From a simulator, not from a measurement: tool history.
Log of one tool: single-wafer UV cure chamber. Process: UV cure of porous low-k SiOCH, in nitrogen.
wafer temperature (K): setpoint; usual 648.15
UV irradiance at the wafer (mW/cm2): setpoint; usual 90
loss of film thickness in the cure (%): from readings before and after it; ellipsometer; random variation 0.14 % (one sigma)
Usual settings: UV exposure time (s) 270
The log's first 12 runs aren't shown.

| run | hour | wafer temperature (K) | UV exposure time (s) | UV irradiance at the wafer (mW/cm2) | loss of film thickness in the cure (%) |
|---|---|---|---|---|---|
| 13 | 278.8 | 663.15 | 270 | 90 | 11.157 |
| 14 | 304.2 | 648.15 | 270 | 90 | 10.775 |
|  | 319.3 | quartz window cleaned |
| 15 | 332.7 | 648.15 | 270 | 90 | 11.095 |
| 16 | 356.5 | 648.15 | 270 | 64 | 9.721 |
| 17 | 439.4 | 663.15 | 270 | 90 | 11.212 |
| 18 | 479.9 | 648.15 | 170 | 78 | 8.133 |
| 19 | 497.9 | 663.15 | 270 | 90 | 10.935 |
|  | 508.4 | UV bulbs replaced |
| 20 | 531.1 | 648.15 | 270 | 90 | 12.477 |
| 21 | 555.6 | 657.15 | 135 | 90 | 9.267 |
| 22 | 588.5 | 643.15 | 420 | 90 | 14.873 |
| 23 | 661.1 | 648.15 | 270 | 90 | 12.452 |
| 24 | 692.0 | 648.15 | 170 | 78 | 9.503 |
| 25 | 713.5 | 635.15 | 270 | 90 | 12.097 |
| 26 | 729.2 | 648.15 | 385 | 77 | 13.572 |
| 27 | 763.6 | 648.15 | 320 | 71 | 12.045 |
| 28 | 783.1 | 648.15 | 215 | 90 | 11.308 |
| 29 | 804.9 | 637.15 | 210 | 90 | 10.956 |
| 30 | 826.6 | 641.15 | 270 | 121 | 13.666 |

Forecast each of these 4 alternatives for the next run:
| A | 827.1 | 648.15 | 200 | 90 | ? |
| B | 827.1 | 660.15 | 120 | 90 | ? |
| C | 827.1 | 661.15 | 315 | 90 | ? |
| D | 827.1 | 648.15 | 175 | 90 | ? |

| run | loss of film thickness in the cure (%) |
|---|---|
| A | 10.946 |
| B | 8.762 |
| C | 13.441 |
| D | 10.306 |
Without the tool's hidden state the same runs would have given:
| run | loss of film thickness in the cure (%) |
|---|---|
| A | 11.354 |
| B | 9.153 |
| C | 13.866 |
| D | 10.709 |
